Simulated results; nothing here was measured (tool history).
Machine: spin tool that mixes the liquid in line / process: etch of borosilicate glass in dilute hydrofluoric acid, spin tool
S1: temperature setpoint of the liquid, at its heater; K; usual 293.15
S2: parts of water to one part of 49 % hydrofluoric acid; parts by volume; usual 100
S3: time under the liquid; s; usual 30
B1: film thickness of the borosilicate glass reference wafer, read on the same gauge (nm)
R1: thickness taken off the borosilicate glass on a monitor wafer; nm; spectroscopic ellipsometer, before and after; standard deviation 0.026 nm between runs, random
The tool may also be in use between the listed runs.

Run 1, hour 0.0: usual settings but S2 90 parts by volume; B1 81.14. Result: R1 9.47 nm.
Run 2, hour 33.3: usual settings but S3 45 s; B1 81.23. Result: R1 12.67 nm.
Run 3, hour 179.8: usual settings but S3 45 s; B1 81.58. Result: R1 12.80 nm.
Run 4, hour 239.6: usual settings but S3 45 s; B1 81.69. Result: R1 12.78 nm.
Run 5, hour 452.7: usual settings; B1 82.23. Result: R1 8.59 nm.
At hour 467.3: gauge calibrated.
Run 6, hour 483.7: usual settings; B1 80.25. Result: R1 8.35 nm.
Run 7, hour 549.0: usual settings but S1 296.15 K; B1 80.41. Result: R1 9.48 nm.
Run 8, hour 619.1: usual settings but S1 296.15 K; B1 80.56. Result: R1 9.48 nm.
Run 9, hour 675.1: usual settings but S1 296.15 K; B1 80.73. Result: R1 9.46 nm.
Run 10, hour 699.9: usual settings; B1 80.76. Result: R1 8.39 nm.
Run 11, hour 749.1: usual settings; B1 80.91. Result: R1 8.40 nm.
Run 12, hour 783.3: usual settings; B1 80.96. Result: R1 8.47 nm.
Run 13, hour 834.9: usual settings; B1 81.08. Result: R1 8.45 nm.
At hour 876.0: thermometer replaced.
Run 14, hour 891.2: usual settings but S1 290.65 K; B1 81.26. Result: R1 7.62 nm.
Run 15, hour 949.8: usual settings; B1 81.38. Result: R1 8.45 nm.
Run 16, hour 1017.0: usual settings; B1 81.55. Result: R1 8.51 nm.
Run 17, hour 1068.8: usual settings but S2 150 parts by volume, S3 35 s; B1 81.66. Result: R1 6.28 nm.
At hour 1073.0: hydrofluoric acid flow meter replaced.
Run 18, hour 1101.6: usual settings but S1 296.65 K; B1 81.74. Result: R1 9.78 nm.
Run 19, hour 1135.2: usual settings; B1 81.82. Result: R1 8.47 nm.

Run 20 is up next; what results do you expect?
Run 20, hour 1184.5: usual settings but S1 291.65 K, S3 15 s; B1 ?. Result: R1 ?.

{"run 20": {"B1": 81.93, "R1": 4.02}}
Had the tool carried no hidden state, the very same run would have given R1 3.92 nm.
